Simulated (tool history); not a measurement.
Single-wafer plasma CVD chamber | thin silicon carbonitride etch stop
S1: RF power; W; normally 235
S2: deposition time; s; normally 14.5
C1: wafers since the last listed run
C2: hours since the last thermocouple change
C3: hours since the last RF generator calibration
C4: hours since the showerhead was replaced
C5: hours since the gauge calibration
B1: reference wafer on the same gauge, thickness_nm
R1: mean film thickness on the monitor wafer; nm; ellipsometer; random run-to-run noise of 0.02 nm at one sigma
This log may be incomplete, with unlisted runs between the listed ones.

{"run": 1, "hour": 0.0, "S1": 235, "S2": 12.4, "C1": 0, "C2": 2230.6, "C3": 1825.2, "C4": 5923.0, "C5": 355.0, "B1": 8.939, "R1": 7.386}
{"run": 2, "hour": 15.6, "S1": 235, "S2": 14.5, "C1": 599, "C2": 2246.2, "C3": 1840.8, "C4": 5938.6, "C5": 370.6, "B1": 8.94, "R1": 8.652}
{"run": 3, "hour": 31.7, "S1": 235, "S2": 14.5, "C1": 619, "C2": 2262.3, "C3": 1856.9, "C4": 5954.7, "C5": 386.7, "B1": 8.934, "R1": 8.629}
{"run": 4, "hour": 40.9, "S1": 235, "S2": 12.2, "C1": 353, "C2": 2271.5, "C3": 1866.1, "C4": 5963.9, "C5": 395.9, "B1": 8.946, "R1": 7.247}
{"run": 5, "hour": 48.6, "S1": 235, "S2": 12.2, "C1": 296, "C2": 2279.2, "C3": 1873.8, "C4": 5971.6, "C5": 403.6, "B1": 8.938, "R1": 7.253}
{"run": 6, "hour": 62.6, "S1": 235, "S2": 12.2, "C1": 538, "C2": 2293.2, "C3": 1887.8, "C4": 5985.6, "C5": 417.6, "B1": 8.933, "R1": 7.278}
{"run": 7, "hour": 80.1, "S1": 235, "S2": 16.0, "C1": 672, "C2": 2310.7, "C3": 1905.3, "C4": 6003.1, "C5": 435.1, "B1": 8.953, "R1": 9.497}
{"hour": 103.5, "done": "RF generator calibrated"}
{"run": 8, "hour": 104.0, "S1": 235, "S2": 16.0, "C1": 611, "C2": 2334.6, "C3": 0.5, "C4": 6027.0, "C5": 459.0, "B1": 8.953, "R1": 9.506}
{"run": 9, "hour": 112.3, "S1": 235, "S2": 16.0, "C1": 319, "C2": 2342.9, "C3": 8.8, "C4": 6035.3, "C5": 467.3, "B1": 8.95, "R1": 9.514}
{"run": 10, "hour": 121.7, "S1": 235, "S2": 14.5, "C1": 361, "C2": 2352.3, "C3": 18.2, "C4": 6044.7, "C5": 476.7, "B1": 8.938, "R1": 8.617}
{"run": 11, "hour": 138.4, "S1": 235, "S2": 14.5, "C1": 642, "C2": 2369.0, "C3": 34.9, "C4": 6061.4, "C5": 493.4, "B1": 8.94, "R1": 8.607}
{"run": 12, "hour": 152.9, "S1": 235, "S2": 14.5, "C1": 557, "C2": 2383.5, "C3": 49.4, "C4": 6075.9, "C5": 507.9, "B1": 8.945, "R1": 8.659}
{"run": 13, "hour": 159.4, "S1": 235, "S2": 14.5, "C1": 249, "C2": 2390.0, "C3": 55.9, "C4": 6082.4, "C5": 514.4, "B1": 8.943, "R1": 8.609}
{"hour": 169.6, "done": "showerhead replaced"}
{"run": 14, "hour": 171.2, "S1": 235, "S2": 14.5, "C1": 146, "C2": 2401.8, "C3": 67.7, "C4": 1.6, "C5": 526.2, "B1": 8.942, "R1": 8.646}
{"hour": 176.4, "done": "gauge calibrated"}
{"run": 15, "hour": 187.7, "S1": 235, "S2": 14.5, "C1": 634, "C2": 2418.3, "C3": 84.2, "C4": 18.1, "C5": 11.3, "B1": 8.935, "R1": 8.59}
{"run": 16, "hour": 203.3, "S1": 275, "S2": 15.3, "C1": 599, "C2": 2433.9, "C3": 99.8, "C4": 33.7, "C5": 26.9, "B1": 8.932, "R1": 9.45}
{"run": 17, "hour": 212.1, "S1": 220, "S2": 11.8, "C1": 338, "C2": 2442.7, "C3": 108.6, "C4": 42.5, "C5": 35.7, "B1": 8.94, "R1": 6.936}
{"hour": 222.0, "done": "thermocouple changed; heater temperature recalibrated"}
{"run": 18, "hour": 222.5, "S1": 215, "S2": 16.4, "C1": 92, "C2": 0.5, "C3": 119.0, "C4": 52.9, "C5": 46.1, "B1": 8.938, "R1": 9.549}
{"run": 19, "hour": 230.0, "S1": 235, "S2": 14.5, "C1": 288, "C2": 8.0, "C3": 126.5, "C4": 60.4, "C5": 53.6, "B1": 8.939, "R1": 8.608}
{"run": 20, "hour": 241.6, "S1": 250, "S2": 12.8, "C1": 446, "C2": 19.6, "C3": 138.1, "C4": 72.0, "C5": 65.2, "B1": 8.945, "R1": 7.728}
{"run": 21, "hour": 251.7, "S1": 235, "S2": 12.8, "C1": 388, "C2": 29.7, "C3": 148.2, "C4": 82.1, "C5": 75.3, "B1": 8.942, "R1": 7.607}
{"run": 22, "hour": 262.0, "S1": 195, "S2": 14.5, "C1": 396, "C2": 40.0, "C3": 158.5, "C4": 92.4, "C5": 85.6, "B1": 8.931, "R1": 8.284}
{"run": 23, "hour": 293.2, "S1": 280, "S2": 14.5, "C1": 1199, "C2": 71.2, "C3": 189.7, "C4": 123.6, "C5": 116.8, "B1": 8.943, "R1": 8.979}
{"run": 24, "hour": 310.4, "S1": 235, "S2": 14.5, "C1": 661, "C2": 88.4, "C3": 206.9, "C4": 140.8, "C5": 134.0, "B1": 8.944, "R1": 8.628}
{"run": 25, "hour": 340.8, "S1": 210, "S2": 16.7, "C1": 1168, "C2": 118.8, "C3": 237.3, "C4": 171.2, "C5": 164.4, "B1": 8.952, "R1": 9.703}
{"run": 26, "hour": 355.6, "S1": 220, "S2": 12.9, "C1": 569, "C2": 133.6, "C3": 252.1, "C4": 186.0, "C5": 179.2, "B1": 8.936, "R1": 7.56}
{"run": 27, "hour": 362.0, "S1": 255, "S2": 16.5, "C1": 246, "C2": 140.0, "C3": 258.5, "C4": 192.4, "C5": 185.6, "B1": 8.942, "R1": 9.997}
{"run": 28, "hour": 374.7, "S1": 220, "S2": 16.3, "C1": 488, "C2": 152.7, "C3": 271.2, "C4": 205.1, "C5": 198.3, "B1": 8.945, "R1": 9.574}
{"run": 29, "hour": 381.6, "S1": 260, "S2": 16.9, "C1": 265, "C2": 159.6, "C3": 278.1, "C4": 212.0, "C5": 205.2, "B1": 8.935, "R1": 10.277}
{"run": 30, "hour": 393.1, "S1": 250, "S2": 13.6, "C1": 442, "C2": 171.1, "C3": 289.6, "C4": 223.5, "C5": 216.7, "B1": 8.94, "R1": 8.194}
{"run": 31, "hour": 405.5, "S1": 190, "S2": 16.3, "C1": 476, "C2": 183.5, "C3": 302.0, "C4": 235.9, "C5": 229.1, "B1": 8.944, "R1": 9.246}
{"run": 32, "hour": 412.1, "S1": 200, "S2": 17.0, "C1": 253, "C2": 190.1, "C3": 308.6, "C4": 242.5, "C5": 235.7, "B1": 8.939, "R1": 9.796}
{"run": 33, "hour": 419.5, "S1": 235, "S2": 17.3, "C1": 284, "C2": 197.5, "C3": 316.0, "C4": 249.9, "C5": 243.1, "B1": 8.941, "R1": 10.232}
{"run": 34, "hour": 432.3, "S1": 235, "S2": 14.5, "C1": 492, "C2": 210.3, "C3": 328.8, "C4": 262.7, "C5": 255.9, "B1": 8.935, "R1": 8.621}
{"run": 35, "hour": 441.6, "S1": 235, "S2": 14.5, "C1": 357, "C2": 219.6, "C3": 338.1, "C4": 272.0, "C5": 265.2, "B1": 8.939, "R1": 8.627}
{"run": 36, "hour": 453.1, "S1": 235, "S2": 16.0, "C1": 442, "C2": 231.1, "C3": 349.6, "C4": 283.5, "C5": 276.7, "B1": 8.948, "R1": 9.536}
{"run": 37, "hour": 468.0, "S1": 235, "S2": 12.1, "C1": 572, "C2": 246.0, "C3": 364.5, "C4": 298.4, "C5": 291.6, "B1": 8.942, "R1": 7.232}

Give the tool's hidden conditions for every run:
wafer temperature above the value expected at the setpoint (K): 0 on each run
delivered RF power above the setpoint (%): 0 on each run
gauge reads high (%): 0 on each run
